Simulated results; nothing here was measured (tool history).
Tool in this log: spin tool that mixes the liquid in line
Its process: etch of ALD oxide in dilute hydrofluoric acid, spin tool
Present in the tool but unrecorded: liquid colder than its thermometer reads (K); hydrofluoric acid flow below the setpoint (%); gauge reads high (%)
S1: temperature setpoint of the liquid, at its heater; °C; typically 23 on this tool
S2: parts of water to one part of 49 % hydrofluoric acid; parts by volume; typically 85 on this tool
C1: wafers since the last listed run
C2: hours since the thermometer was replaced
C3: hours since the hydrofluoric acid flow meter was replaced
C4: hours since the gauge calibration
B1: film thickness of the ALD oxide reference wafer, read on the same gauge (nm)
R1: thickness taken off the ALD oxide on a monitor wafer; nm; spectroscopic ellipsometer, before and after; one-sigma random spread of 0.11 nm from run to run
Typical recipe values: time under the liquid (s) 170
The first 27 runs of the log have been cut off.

run 28 day=95.871 | S1=26.5 S2=120 time_under_the_liquid_(s)=85 | C1=331 C2=262.6 C3=252.2 C4=658.7 | B1=129.99 | R1=12.13
run 29 day=98.604 | S1=23 S2=85 time_under_the_liquid_(s)=170 | C1=303 C2=328.2 C3=317.8 C4=724.3 | B1=130.03 | R1=31.37
run 30 day=101.371 | S1=23 S2=70 time_under_the_liquid_(s)=200 | C1=307 C2=394.6 C3=384.2 C4=790.7 | B1=130 | R1=45.41
run 31 day=105.121 | S1=26 S2=60 time_under_the_liquid_(s)=170 | C1=416 C2=484.6 C3=474.2 C4=880.7 | B1=129.98 | R1=51.67
run 32 day=107.012 | S1=23 S2=105 time_under_the_liquid_(s)=170 | C1=209 C2=530 C3=519.6 C4=926.1 | B1=130.03 | R1=24.52
run 33 day=109.008 | S1=23 S2=85 time_under_the_liquid_(s)=170 | C1=221 C2=577.9 C3=567.5 C4=974 | B1=130.03 | R1=31.03
run 34 day=112.721 | S1=21.5 S2=100 time_under_the_liquid_(s)=210 | C1=412 C2=667 C3=656.6 C4=1063.1 | B1=129.97 | R1=30.09
run 35 day=114.362 | S1=23 S2=85 time_under_the_liquid_(s)=265 | C1=182 C2=706.4 C3=696 C4=1102.5 | B1=129.98 | R1=48.3

3 ways to go on from here, each from the tool as it stands after run 35. What would each give?
run A day=114.383 | S1=23 S2=85 time_under_the_liquid_(s)=170 | C1=2 C2=706.9 C3=696.5 C4=1103 | B1=? | R1=?
run B day=114.383 | S1=23 S2=70 time_under_the_liquid_(s)=170 | C1=2 C2=706.9 C3=696.5 C4=1103 | B1=? | R1=?
run C day=114.383 | S1=23 S2=85 time_under_the_liquid_(s)=105 | C1=2 C2=706.9 C3=696.5 C4=1103 | B1=? | R1=?

run=A B1=130 R1=31.07
run=B B1=130 R1=38.45
run=C B1=130 R1=19.19
Without the tool's unlogged condition, the same runs would have read:
run=A R1=31.47
run=B R1=38.93
run=C R1=19.44
